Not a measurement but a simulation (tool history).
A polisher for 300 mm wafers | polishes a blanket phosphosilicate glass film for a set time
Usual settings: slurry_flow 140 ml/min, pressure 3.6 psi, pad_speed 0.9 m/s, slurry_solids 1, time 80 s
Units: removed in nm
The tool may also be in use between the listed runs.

run	hour	slurry_flow	pressure	pad_speed	slurry_solids	time	incoming thickness of the incoming film, nm	removed
1	0	150	3	0.9	1	80	2178.6	615.2
2	102	150	3	0.9	1	80	2192.1	572.9
# hour 112: head pressure recalibrated
3	202.5	140	3.6	0.9	1	80	2163.8	595.1
# hour 268.9: worn pad replaced by a new one
4	269.4	140	3.6	0.9	1	80	2144.1	593.9
5	334.8	140	2.6	0.9	1	80	2156	472.1
# hour 337: conditioning disc replaced and pad reconditioned
# hour 348: slurry blender recalibrated
# hour 371.4: slurry nozzle cleaned
6	413.6	110	3.6	1.02	1	80	2131.8	713
7	484.7	110	3.6	1.02	1	80	2194	685.1
8	527.6	110	3.6	1.02	1	80	2163.4	652.2
9	589.9	140	3.6	0.9	1	80	2164.1	628.3
10	657	140	3.6	0.9	1	80	2139.4	609.6
# hour 673.5: slurry blender recalibrated
# hour 690.3: worn pad replaced by a new one
# hour 711.5: conditioning disc replaced and pad reconditioned
11	726.3	140	3.6	0.9	1	80	2175.3	670.3
12	768.2	140	3.9	0.98	1	80	2189	724.6
13	823.5	140	3.6	0.9	0.85	107	2187.5	768.7
# hour 881.3: slurry nozzle cleaned
14	920.4	140	2.4	0.78	1	94	2134.9	560.2
15	967.9	140	3.6	0.9	1	96	2197.9	791.5
# hour 1011.1: slurry blender recalibrated
16	1056.7	140	3.6	0.9	1	80	2193.8	675.9
# hour 1059.5: conditioning disc replaced and pad reconditioned
# hour 1085.4: worn pad replaced by a new one
# hour 1156.7: head pressure recalibrated
17	1214.7	120	3.6	1.1	1.25	105	2161.9	986.8
18	1312	115	3.6	1.06	0.85	67	2168.8	447.6
19	1353.1	175	3.6	0.9	1	80	2192.7	623.4
# hour 1398.6: conditioning disc replaced and pad reconditioned
# hour 1423.2: slurry blender recalibrated
20	1448.3	105	3.6	0.9	1	80	2198.6	567.6
# hour 1480.3: worn pad replaced by a new one
# hour 1498.2: slurry nozzle cleaned
21	1552.9	160	2.5	0.9	1	80	2143.3	573.1
22	1598.4	140	3.6	0.9	1	80	2169.5	673
23	1705.1	110	3.6	1.02	1	80	2147.5	634.9
# hour 1774.3: conditioning disc replaced and pad reconditioned
# hour 1800.6: slurry blender recalibrated
24	1807.5	140	3.6	0.9	1	80	2181.7	644.1
# hour 1853.5: worn pad replaced by a new one
25	1859.6	140	3.6	0.9	1.2	80	2126.5	716.3

What the log doesn't show, run by run:
removal rate lost through wear of the pad, %: 0 in every run
deviation of the head's pressure from its setpoint, %: 0 in every run
time polished since the conditioner stopped cutting, s: 0 in every run
H1: slurry flow missing at the pad, %
H2: abrasive missing from the slurry, %
run	H1	H2
1	25.2	3.87
2	32.6	8.15
3	37	12.4
4	38.9	15.2
5	40.2	17.9
6	8.7	4.79
7	19	7.77
8	23.7	9.57
9	28.8	12.2
10	32.9	15
11	35.8	2.4
12	37.1	4.15
13	38.5	6.47
14	11.1	10.5
15	18.5	12.5
16	28.4	2.67
17	37.9	9.29
18	40.9	13.4
19	41.8	15.1
20	43.2	1.06
21	12.7	5.44
22	19.3	7.35
23	29.9	11.8
24	35.9	0.843
25	37.9	3.03
